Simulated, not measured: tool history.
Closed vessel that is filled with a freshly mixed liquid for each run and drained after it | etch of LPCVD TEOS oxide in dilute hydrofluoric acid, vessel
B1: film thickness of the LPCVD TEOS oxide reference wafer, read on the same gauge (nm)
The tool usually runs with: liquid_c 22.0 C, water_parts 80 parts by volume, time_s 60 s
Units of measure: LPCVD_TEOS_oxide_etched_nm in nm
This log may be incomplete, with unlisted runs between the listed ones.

{"run": 1, "hour": 0.0, "liquid_c": 22.0, "water_parts": 80, "time_s": 60, "B1": 100.04, "LPCVD_TEOS_oxide_etched_nm": 16.24}
{"run": 2, "hour": 27.9, "liquid_c": 19.5, "water_parts": 80, "time_s": 60, "B1": 99.95, "LPCVD_TEOS_oxide_etched_nm": 14.68}
{"run": 3, "hour": 68.2, "liquid_c": 19.5, "water_parts": 80, "time_s": 60, "B1": 100.03, "LPCVD_TEOS_oxide_etched_nm": 14.5}
{"run": 4, "hour": 98.5, "liquid_c": 19.5, "water_parts": 80, "time_s": 60, "B1": 99.98, "LPCVD_TEOS_oxide_etched_nm": 14.71}
{"run": 5, "hour": 130.4, "liquid_c": 22.0, "water_parts": 80, "time_s": 60, "B1": 100.03, "LPCVD_TEOS_oxide_etched_nm": 16.2}
{"run": 6, "hour": 156.0, "liquid_c": 22.0, "water_parts": 80, "time_s": 60, "B1": 100.0, "LPCVD_TEOS_oxide_etched_nm": 16.15}
{"run": 7, "hour": 218.2, "liquid_c": 22.0, "water_parts": 80, "time_s": 60, "B1": 100.03, "LPCVD_TEOS_oxide_etched_nm": 16.14}
{"run": 8, "hour": 424.8, "liquid_c": 22.0, "water_parts": 80, "time_s": 60, "B1": 100.01, "LPCVD_TEOS_oxide_etched_nm": 16.2}
{"run": 9, "hour": 466.9, "liquid_c": 22.0, "water_parts": 80, "time_s": 60, "B1": 100.04, "LPCVD_TEOS_oxide_etched_nm": 16.15}
{"run": 10, "hour": 498.8, "liquid_c": 26.0, "water_parts": 80, "time_s": 40, "B1": 100.05, "LPCVD_TEOS_oxide_etched_nm": 12.69}
{"run": 11, "hour": 553.8, "liquid_c": 26.0, "water_parts": 80, "time_s": 40, "B1": 99.98, "LPCVD_TEOS_oxide_etched_nm": 12.58}
{"run": 12, "hour": 584.8, "liquid_c": 26.0, "water_parts": 80, "time_s": 40, "B1": 100.01, "LPCVD_TEOS_oxide_etched_nm": 12.55}
{"run": 13, "hour": 614.1, "liquid_c": 22.0, "water_parts": 80, "time_s": 45, "B1": 100.02, "LPCVD_TEOS_oxide_etched_nm": 12.12}
{"run": 14, "hour": 646.8, "liquid_c": 22.0, "water_parts": 80, "time_s": 45, "B1": 100.03, "LPCVD_TEOS_oxide_etched_nm": 12.02}
{"hour": 666.3, "done": "gauge calibrated"}
{"run": 15, "hour": 673.3, "liquid_c": 22.0, "water_parts": 80, "time_s": 60, "B1": 99.98, "LPCVD_TEOS_oxide_etched_nm": 16.03}
{"run": 16, "hour": 714.2, "liquid_c": 22.0, "water_parts": 80, "time_s": 60, "B1": 99.97, "LPCVD_TEOS_oxide_etched_nm": 15.93}
{"hour": 754.0, "done": "hydrofluoric acid flow meter replaced"}
{"run": 17, "hour": 783.2, "liquid_c": 22.0, "water_parts": 70, "time_s": 85, "B1": 100.03, "LPCVD_TEOS_oxide_etched_nm": 26.25}

Predict the results of run 18:
{"run": 18, "hour": 809.9, "liquid_c": 26.5, "water_parts": 80, "time_s": 60, "B1": "?", "LPCVD_TEOS_oxide_etched_nm": "?"}

B1: 100.02
LPCVD_TEOS_oxide_etched_nm: 19.26 nm
The same run, on a tool lacking any hidden state, would have yielded LPCVD_TEOS_oxide_etched_nm 19.85 nm.

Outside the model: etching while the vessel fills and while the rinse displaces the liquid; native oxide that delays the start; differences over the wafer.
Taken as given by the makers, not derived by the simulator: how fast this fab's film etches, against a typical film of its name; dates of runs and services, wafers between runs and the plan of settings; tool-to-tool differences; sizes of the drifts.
